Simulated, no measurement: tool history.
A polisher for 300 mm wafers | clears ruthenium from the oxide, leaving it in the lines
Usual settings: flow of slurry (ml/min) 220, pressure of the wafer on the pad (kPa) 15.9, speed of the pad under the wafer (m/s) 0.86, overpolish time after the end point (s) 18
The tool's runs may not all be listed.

run,hour,flow of slurry (ml/min),pressure of the wafer on the pad (kPa),speed of the pad under the wafer (m/s),overpolish time after the end point (s),wafers since the last listed run,wafers polished on this pad,hours since the slurry nozzle was cleaned,hours since the head pressure was calibrated,"incoming thickness of the incoming film, nm",time until the end point was called (s)
1,0.0,220,17.9,0.86,18,0,89,88.4,12.6,141.0,103.9
2,12.7,220,17.9,0.86,18,97,187,101.1,25.3,140.5,102.6
3,32.6,220,17.9,0.86,18,152,339,121.0,45.2,140.1,106.0
4,47.0,220,15.9,0.94,25,110,450,135.4,59.6,142.5,109.9
5,73.9,220,15.9,0.94,25,206,657,162.3,86.5,140.7,104.0
6,86.1,220,15.9,0.86,18,93,750,174.5,98.7,138.3,113.3
7,111.7,220,15.9,0.86,18,196,947,200.1,124.3,139.3,112.0
# hour 125.1: worn pad replaced by a new one
8,128.5,220,15.9,0.86,18,98,25,216.9,141.1,140.6,115.4
9,155.5,220,15.9,0.94,18,207,233,243.9,168.1,140.9,105.7
10,178.6,220,15.9,0.94,18,177,410,267.0,191.2,141.0,105.4
11,211.7,220,15.9,0.94,18,254,665,300.1,224.3,140.4,104.5
12,227.6,220,15.9,0.86,18,122,787,316.0,240.2,139.9,113.9
13,241.2,220,15.9,0.86,21,104,891,329.6,253.8,141.5,113.5
14,274.1,220,15.9,0.86,18,252,1144,362.5,286.7,139.4,113.3
# hour 284.3: worn pad replaced by a new one
15,307.3,220,15.9,0.86,18,224,176,395.7,319.9,140.4,115.1
# hour 334.6: slurry nozzle cleaned
16,339.9,150,11.0,1.00,14,242,419,5.3,352.5,141.4,136.4
17,382.6,220,18.6,0.58,29,328,747,48.0,395.2,142.1,144.5
18,396.2,220,15.9,0.86,10,104,851,61.6,408.8,140.9,112.7
19,412.5,220,20.0,0.86,18,125,976,77.9,425.1,140.5,94.3
# hour 437.6: worn pad replaced by a new one
# hour 440.0: head pressure recalibrated
20,444.3,220,15.9,0.66,18,198,36,109.7,4.3,139.1,147.3
21,468.1,165,15.9,0.96,8,182,219,133.5,28.1,141.7,109.0
22,498.6,275,15.9,0.86,18,234,453,164.0,58.6,140.1,113.5
23,522.8,220,15.9,0.66,18,185,639,188.2,82.8,137.9,141.1
24,544.8,220,15.9,0.86,18,168,808,210.2,104.8,140.6,114.9
25,563.5,160,15.9,0.86,18,143,951,228.9,123.5,140.4,118.8
26,580.4,270,11.7,0.86,25,129,1081,245.8,140.4,142.7,142.7
27,594.2,220,15.9,0.86,21,106,1187,259.6,154.2,139.6,116.1
# hour 605.4: worn pad replaced by a new one
28,607.2,150,21.4,0.86,8,69,13,272.6,167.2,139.7,95.1
29,625.3,220,15.9,0.86,18,139,152,290.7,185.3,141.4,114.3
30,654.9,150,15.9,0.86,28,227,380,320.3,214.9,138.8,118.1

3 ways to go on from here, each from the tool as it stands after run 30. What would each give?
A,655.4,220,15.9,0.86,18,3,384,320.8,215.4,141.8,?
B,655.4,250,12.4,0.76,23,3,384,320.8,215.4,141.8,?
C,655.4,290,15.9,0.86,18,3,384,320.8,215.4,141.8,?

run,time until the end point was called (s)
A,114.6
B,151.4
C,111.7
Without the tool's hidden state the same runs would have given:
run,time until the end point was called (s)
A,114.6
B,151.4
C,111.7
